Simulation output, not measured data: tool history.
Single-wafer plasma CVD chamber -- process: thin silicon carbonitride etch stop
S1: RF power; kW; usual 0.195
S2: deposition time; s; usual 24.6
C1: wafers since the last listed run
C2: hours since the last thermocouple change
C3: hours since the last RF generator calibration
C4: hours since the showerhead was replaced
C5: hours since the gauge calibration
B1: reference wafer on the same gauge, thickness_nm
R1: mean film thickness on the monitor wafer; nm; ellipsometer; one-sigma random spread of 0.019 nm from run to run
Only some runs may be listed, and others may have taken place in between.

run   hour     S1    S2    C1      C2      C3      C4     C5      B1      R1
  1    0.0  0.195  24.6     0   861.6  1939.2  7556.1  532.9  11.099  12.465
  2   52.1  0.195  24.6  1063   913.7  1991.3  7608.2  585.0  11.100  12.451
  3   86.3  0.195  24.6   697   947.9  2025.5  7642.4  619.2  11.099  12.462
  4  142.5  0.195  24.6  1146  1004.1  2081.7  7698.6  675.4  11.102  12.444
  5  209.4  0.195  24.6  1365  1071.0  2148.6  7765.5  742.3  11.097  12.453
  6  233.6  0.195  21.4   493  1095.2  2172.8  7789.7  766.5  11.100  10.832
     263.6  -- RF generator calibrated
  7  291.0  0.195  21.4  1008  1152.6    27.4  7847.1  823.9  11.101  11.042
     319.0  -- gauge calibrated
  8  348.9  0.195  24.6  1181  1210.5    85.3  7905.0   29.9  11.105  12.708
     362.0  -- thermocouple changed; heater temperature recalibrated
  9  431.4  0.165  21.2  1520    69.4   167.8  7987.5  112.4  11.100  10.454
     492.6  -- showerhead replaced
 10  494.0  0.185  20.2  1114   132.0   230.4     1.4  175.0  11.100  10.226
 11  558.2  0.195  21.0  1310   196.2   294.6    65.6  239.2  11.097  10.775
 12  587.7  0.195  24.6   602   225.7   324.1    95.1  268.7  11.102  12.600
 13  629.8  0.175  27.5   859   267.8   366.2   137.2  310.8  11.103  13.703
 14  686.1  0.195  24.6  1149   324.1   422.5   193.5  367.1  11.098  12.604

Branching from run 14: 3 alternative next runs. What would each branch give?
  A  686.5  0.195  24.6   8  324.5  422.9  193.9  367.5   ?   ?
  B  686.5  0.175  23.0   8  324.5  422.9  193.9  367.5   ?   ?
  C  686.5  0.180  21.8   8  324.5  422.9  193.9  367.5   ?   ?

run      B1      R1
  A  11.103  12.635
  B  11.103  11.492
  C  11.103  10.970
Without the tool's unlogged condition, the same runs would have read:
run      R1
  A  12.782
  B  11.626
  C  11.098
